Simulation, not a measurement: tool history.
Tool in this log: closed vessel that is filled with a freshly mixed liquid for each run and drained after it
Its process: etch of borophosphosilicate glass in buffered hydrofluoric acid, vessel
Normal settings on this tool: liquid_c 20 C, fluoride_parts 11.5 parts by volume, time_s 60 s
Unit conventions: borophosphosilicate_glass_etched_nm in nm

run	hour	liquid_c	fluoride_parts	time_s	wafers since the last listed run	hours since the thermometer was replaced	hours since the hydrofluoric acid flow meter was replaced	hours since the gauge calibration	read-back film thickness of the borophosphosilicate glass reference wafer, read on the same gauge (nm)	borophosphosilicate_glass_etched_nm
1	0	20	11.5	60	0	18.5	669.1	506.5	130.01	81.44
2	59.8	20	11.5	60	7854	78.3	728.9	566.3	130	81.5
3	122.2	20	11.5	60	8195	140.7	791.3	628.7	130.01	83.01
4	165.6	20	11.5	60	5700	184.1	834.7	672.1	130	82.06
5	235.5	20	11.5	60	9180	254	904.6	742	130.01	83.29
6	293	17	11.5	60	7552	311.5	962.1	799.5	130.02	70.93
# hour 314.1: hydrofluoric acid flow meter replaced
7	348.4	22.5	11.5	60	7145	366.9	34.3	854.9	130.02	86.22
# hour 384.2: gauge calibrated
# hour 497.8: thermometer replaced
8	511.7	20	11.5	85	21317	13.9	197.6	127.5	130	109.07
9	538.8	24.5	13	60	3559	41	224.7	154.6	129.99	87.45
10	581.3	21.5	8.5	60	5582	83.5	267.2	197.1	130	110.69
11	649.5	20	7	50	8957	151.7	335.4	265.3	130	104.27
12	712.5	22	15	60	8274	214.7	398.4	328.3	130.02	66.94
13	759.5	21.5	8.5	60	6173	261.7	445.4	375.3	130.01	112.81
14	829.3	17.5	13.5	45	9167	331.5	515.2	445.1	129.99	43.8

Each row is a separate what-if for the run after 14, all from the same tool condition, not one after another. Results?
A	830	20	11.5	45	91	332.2	515.9	445.8	?	?
B	830	20	15.5	40	91	332.2	515.9	445.8	?	?
C	830	23.5	10	90	91	332.2	515.9	445.8	?	?
D	830	22	15.5	30	91	332.2	515.9	445.8	?	?
E	830	17	7.5	80	91	332.2	515.9	445.8	?	?

run	read-back film thickness of the borophosphosilicate glass reference wafer, read on the same gauge (nm)	borophosphosilicate_glass_etched_nm
A	130.02	60.14
B	130.02	39.84
C	130.02	163.19
D	130.02	33.35
E	130.02	136.69
Without the tool's unlogged condition, the same runs would have read:
run	borophosphosilicate_glass_etched_nm
A	56.22
B	37.23
C	156.21
D	31.17
E	126.8
